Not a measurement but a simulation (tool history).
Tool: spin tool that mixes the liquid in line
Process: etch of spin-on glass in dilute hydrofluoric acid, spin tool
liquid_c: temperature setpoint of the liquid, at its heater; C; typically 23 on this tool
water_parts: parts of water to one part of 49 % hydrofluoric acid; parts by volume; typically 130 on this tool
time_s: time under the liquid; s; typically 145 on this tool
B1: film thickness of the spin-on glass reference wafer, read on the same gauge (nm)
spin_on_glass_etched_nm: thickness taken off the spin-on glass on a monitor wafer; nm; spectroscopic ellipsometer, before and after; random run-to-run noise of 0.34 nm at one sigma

{"run": 1, "hour": 0.0, "liquid_c": 23, "water_parts": 130, "time_s": 190, "B1": 50.02, "spin_on_glass_etched_nm": 40.68}
{"run": 2, "hour": 52.8, "liquid_c": 23, "water_parts": 130, "time_s": 190, "B1": 50, "spin_on_glass_etched_nm": 40.98}
{"run": 3, "hour": 88.6, "liquid_c": 23, "water_parts": 150, "time_s": 145, "B1": 49.99, "spin_on_glass_etched_nm": 26.47}
{"run": 4, "hour": 117.0, "liquid_c": 23, "water_parts": 150, "time_s": 145, "B1": 50.03, "spin_on_glass_etched_nm": 26.9}
{"run": 5, "hour": 155.4, "liquid_c": 23, "water_parts": 150, "time_s": 145, "B1": 49.99, "spin_on_glass_etched_nm": 25.95}
{"run": 6, "hour": 367.5, "liquid_c": 23, "water_parts": 130, "time_s": 145, "B1": 49.99, "spin_on_glass_etched_nm": 31.65}
{"run": 7, "hour": 411.6, "liquid_c": 23, "water_parts": 130, "time_s": 145, "B1": 50.02, "spin_on_glass_etched_nm": 30.81}
{"run": 8, "hour": 492.0, "liquid_c": 23, "water_parts": 130, "time_s": 145, "B1": 49.98, "spin_on_glass_etched_nm": 31.35}
{"run": 9, "hour": 543.5, "liquid_c": 23, "water_parts": 130, "time_s": 145, "B1": 50, "spin_on_glass_etched_nm": 30.47}
{"run": 10, "hour": 606.0, "liquid_c": 23, "water_parts": 130, "time_s": 145, "B1": 49.99, "spin_on_glass_etched_nm": 30.58}
{"hour": 632.7, "done": "thermometer replaced"}
{"run": 11, "hour": 784.6, "liquid_c": 23, "water_parts": 130, "time_s": 145, "B1": 50.01, "spin_on_glass_etched_nm": 34.29}
{"run": 12, "hour": 812.0, "liquid_c": 23, "water_parts": 130, "time_s": 145, "B1": 50.01, "spin_on_glass_etched_nm": 34.15}
{"hour": 835.6, "done": "hydrofluoric acid flow meter replaced"}
{"hour": 853.2, "done": "gauge calibrated"}
{"run": 13, "hour": 853.9, "liquid_c": 23, "water_parts": 90, "time_s": 145, "B1": 50, "spin_on_glass_etched_nm": 51.81}
{"run": 14, "hour": 894.0, "liquid_c": 23, "water_parts": 90, "time_s": 145, "B1": 49.98, "spin_on_glass_etched_nm": 51.13}
{"run": 15, "hour": 924.5, "liquid_c": 23, "water_parts": 90, "time_s": 145, "B1": 49.98, "spin_on_glass_etched_nm": 51.43}
{"run": 16, "hour": 967.1, "liquid_c": 23, "water_parts": 130, "time_s": 145, "B1": 50.01, "spin_on_glass_etched_nm": 34.64}
{"run": 17, "hour": 1037.6, "liquid_c": 20.5, "water_parts": 75, "time_s": 200, "B1": 50, "spin_on_glass_etched_nm": 78.12}
{"run": 18, "hour": 1105.3, "liquid_c": 23, "water_parts": 130, "time_s": 145, "B1": 49.98, "spin_on_glass_etched_nm": 33.56}
{"run": 19, "hour": 1159.2, "liquid_c": 26, "water_parts": 180, "time_s": 220, "B1": 50, "spin_on_glass_etched_nm": 38.63}
{"run": 20, "hour": 1212.7, "liquid_c": 23, "water_parts": 130, "time_s": 145, "B1": 50.01, "spin_on_glass_etched_nm": 33.13}
{"run": 21, "hour": 1245.7, "liquid_c": 26, "water_parts": 130, "time_s": 210, "B1": 49.97, "spin_on_glass_etched_nm": 54.48}
{"run": 22, "hour": 1306.7, "liquid_c": 19, "water_parts": 80, "time_s": 145, "B1": 50.01, "spin_on_glass_etched_nm": 48.39}
{"run": 23, "hour": 1346.9, "liquid_c": 23, "water_parts": 95, "time_s": 145, "B1": 49.99, "spin_on_glass_etched_nm": 47.48}
{"run": 24, "hour": 1407.4, "liquid_c": 19, "water_parts": 130, "time_s": 145, "B1": 50.01, "spin_on_glass_etched_nm": 28.21}
{"run": 25, "hour": 1447.4, "liquid_c": 23, "water_parts": 110, "time_s": 145, "B1": 49.97, "spin_on_glass_etched_nm": 40.18}
{"run": 26, "hour": 1493.9, "liquid_c": 23, "water_parts": 130, "time_s": 70, "B1": 49.98, "spin_on_glass_etched_nm": 16.03}
{"run": 27, "hour": 1518.6, "liquid_c": 21, "water_parts": 165, "time_s": 120, "B1": 50.01, "spin_on_glass_etched_nm": 19.11}
{"run": 28, "hour": 1569.6, "liquid_c": 23, "water_parts": 130, "time_s": 145, "B1": 49.99, "spin_on_glass_etched_nm": 33.51}
{"run": 29, "hour": 1626.6, "liquid_c": 23, "water_parts": 130, "time_s": 145, "B1": 50, "spin_on_glass_etched_nm": 33.14}
{"run": 30, "hour": 1676.7, "liquid_c": 23, "water_parts": 130, "time_s": 145, "B1": 50.04, "spin_on_glass_etched_nm": 32.76}

Here are 3 independent what-if runs from the current tool condition. What would each one return?
{"run": "A", "hour": 1677.2, "liquid_c": 23, "water_parts": 130, "time_s": 145, "B1": "?", "spin_on_glass_etched_nm": "?"}
{"run": "B", "hour": 1677.2, "liquid_c": 27, "water_parts": 110, "time_s": 110, "B1": "?", "spin_on_glass_etched_nm": "?"}
{"run": "C", "hour": 1677.2, "liquid_c": 20.5, "water_parts": 150, "time_s": 165, "B1": "?", "spin_on_glass_etched_nm": "?"}

run=A B1=49.99 spin_on_glass_etched_nm=33.26
run=B B1=49.99 spin_on_glass_etched_nm=35.71
run=C B1=49.99 spin_on_glass_etched_nm=29.07
Without the tool's hidden state the same runs would have given:
run=A spin_on_glass_etched_nm=34.71
run=B spin_on_glass_etched_nm=37.22
run=C spin_on_glass_etched_nm=30.35
